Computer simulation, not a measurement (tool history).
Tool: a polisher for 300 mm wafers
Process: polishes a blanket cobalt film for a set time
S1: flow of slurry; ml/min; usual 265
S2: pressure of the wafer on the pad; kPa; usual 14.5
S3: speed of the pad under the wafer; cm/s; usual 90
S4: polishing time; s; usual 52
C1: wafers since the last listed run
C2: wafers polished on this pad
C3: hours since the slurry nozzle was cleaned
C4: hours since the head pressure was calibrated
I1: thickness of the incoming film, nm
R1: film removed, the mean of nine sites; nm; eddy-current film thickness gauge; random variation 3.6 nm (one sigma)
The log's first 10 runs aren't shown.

| run | hour | S1 | S2 | S3 | S4 | C1 | C2 | C3 | C4 | I1 | R1 |
|---|---|---|---|---|---|---|---|---|---|---|---|
| 11 | 528.4 | 265 | 14.5 | 90 | 52 | 374 | 426 | 526.7 | 974.5 | 880.1 | 229.4 |
| 12 | 552.9 | 265 | 14.5 | 90 | 52 | 168 | 595 | 551.2 | 999 | 881.6 | 224.9 |
|  | 599.6 | slurry nozzle cleaned |
| 13 | 618.1 | 265 | 14.5 | 90 | 52 | 442 | 1037 | 18.5 | 1064.2 | 877.9 | 222.9 |
| 14 | 662.9 | 230 | 14.5 | 90 | 52 | 308 | 1346 | 63.3 | 1109 | 880.2 | 211.9 |
|  | 690.6 | head pressure recalibrated |
| 15 | 728.5 | 230 | 14.5 | 90 | 52 | 438 | 1784 | 128.9 | 37.9 | 882.7 | 210.1 |
| 16 | 766.4 | 230 | 14.5 | 90 | 52 | 261 | 2045 | 166.8 | 75.8 | 890.3 | 207.7 |
| 17 | 812.1 | 265 | 14.5 | 90 | 52 | 314 | 2360 | 212.5 | 121.5 | 895 | 207.8 |
|  | 852.4 | worn pad replaced by a new one |
| 18 | 870 | 265 | 11 | 60 | 52 | 371 | 121 | 270.4 | 179.4 | 899.7 | 116.1 |

Forecast run 19:
| 19 | 933.8 | 265 | 14.5 | 90 | 52 | 439 | 560 | 334.2 | 243.2 | 883.5 | ? |

R1: 222.7 nm
Without the tool's hidden state the same run would have given R1 246.5 nm.
